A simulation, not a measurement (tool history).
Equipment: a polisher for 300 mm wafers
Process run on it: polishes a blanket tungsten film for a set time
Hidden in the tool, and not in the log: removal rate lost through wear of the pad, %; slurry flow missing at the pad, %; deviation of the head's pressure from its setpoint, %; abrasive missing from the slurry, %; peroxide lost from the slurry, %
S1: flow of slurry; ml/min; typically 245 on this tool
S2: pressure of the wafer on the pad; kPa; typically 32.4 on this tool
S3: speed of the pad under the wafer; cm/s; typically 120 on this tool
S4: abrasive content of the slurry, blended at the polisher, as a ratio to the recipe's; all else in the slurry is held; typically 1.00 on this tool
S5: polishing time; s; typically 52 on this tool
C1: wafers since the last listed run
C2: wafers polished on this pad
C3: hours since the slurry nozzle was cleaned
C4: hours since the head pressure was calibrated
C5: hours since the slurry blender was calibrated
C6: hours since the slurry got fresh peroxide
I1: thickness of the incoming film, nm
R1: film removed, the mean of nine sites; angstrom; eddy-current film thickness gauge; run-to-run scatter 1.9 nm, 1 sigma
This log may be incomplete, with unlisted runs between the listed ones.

run,hour,S1,S2,S3,S4,S5,C1,C2,C3,C4,C5,C6,I1,R1
1,0.0,245,40.0,120,1.10,52,0,846,329.3,201.7,220.8,61.5,1026.1,3724
2,34.4,245,32.4,120,1.00,52,196,1043,363.7,236.1,255.2,95.9,1045.3,2975
# hour 83.8: worn pad replaced by a new one
3,97.5,245,32.4,120,1.00,52,337,78,426.8,299.2,318.3,159.0,1046.8,3056
4,132.2,245,32.4,120,1.00,52,197,276,461.5,333.9,353.0,193.7,1048.5,3022
5,157.9,285,32.4,80,0.90,52,146,422,487.2,359.6,378.7,219.4,1038.1,1965
# hour 170.3: slurry tank refilled with fresh slurry and peroxide
6,183.4,245,32.4,92,1.00,52,139,562,512.7,385.1,404.2,13.1,1034.6,2257
7,210.9,245,32.4,94,1.00,52,156,719,540.2,412.6,431.7,40.6,1026.4,2310
8,228.4,300,32.4,88,1.10,68,99,819,557.7,430.1,449.2,58.1,1026.6,2935
9,262.9,300,26.2,120,1.00,52,196,1016,592.2,464.6,483.7,92.6,1030.1,2443
10,288.9,245,32.4,120,1.00,52,148,1164,618.2,490.6,509.7,118.6,1039.5,2898
11,311.4,245,32.4,120,1.00,52,128,1292,640.7,513.1,532.2,141.1,1031.9,2921
# hour 319.2: worn pad replaced by a new one
# hour 322.7: slurry blender recalibrated
12,345.8,245,32.4,120,1.00,52,162,140,675.1,547.5,23.1,175.5,1052.8,3028
13,359.4,195,32.4,120,1.00,52,77,217,688.7,561.1,36.7,189.1,1026.0,2916
# hour 392.2: slurry tank refilled with fresh slurry and peroxide
14,392.7,245,32.4,138,1.00,64,184,401,722.0,594.4,70.0,0.5,1049.2,4229
15,404.4,220,32.4,94,1.00,52,66,468,733.7,606.1,81.7,12.2,1048.3,2305
# hour 426.3: slurry nozzle cleaned
16,428.7,245,22.8,120,1.00,44,132,601,2.4,630.4,106.0,36.5,1038.4,1768
# hour 445.0: head pressure recalibrated
17,458.2,330,35.2,92,1.20,52,156,758,31.9,13.2,135.5,66.0,1031.2,2625
18,493.3,245,32.4,120,1.00,52,200,958,67.0,48.3,170.6,101.1,1050.8,2904
19,524.1,285,41.4,120,1.25,38,175,1134,97.8,79.1,201.4,131.9,1042.3,2920
# hour 545.9: worn pad replaced by a new one
20,558.7,175,32.4,144,1.00,52,174,72,132.4,113.7,236.0,166.5,1025.8,3524
21,590.3,245,32.4,152,1.00,43,180,253,164.0,145.3,267.6,198.1,1042.4,3177
22,603.8,245,32.4,108,1.00,52,77,330,177.5,158.8,281.1,211.6,1055.8,2715
# hour 615.6: slurry tank refilled with fresh slurry and peroxide
23,630.5,245,37.2,134,1.20,38,146,476,204.2,185.5,307.8,14.9,1022.3,2887
24,655.5,245,32.4,120,1.00,52,142,619,229.2,210.5,332.8,39.9,1041.8,2935
25,682.4,290,32.4,120,0.85,52,153,772,256.1,237.4,359.7,66.8,1032.6,2900
26,753.7,245,22.8,120,1.00,44,406,1179,327.4,308.7,431.0,138.1,1044.2,1740

Each run again, without the hidden state but with its own random variation kept:
run,R1
1,3939
2,3158
3,3103
4,3126
5,2052
6,2374
7,2443
8,3112
9,2601
10,3092
11,3121
12,3101
13,3007
14,4419
15,2417
16,1865
17,2784
18,3093
19,3118
20,3575
21,3279
22,2818
23,3023
24,3093
25,3070
26,1856
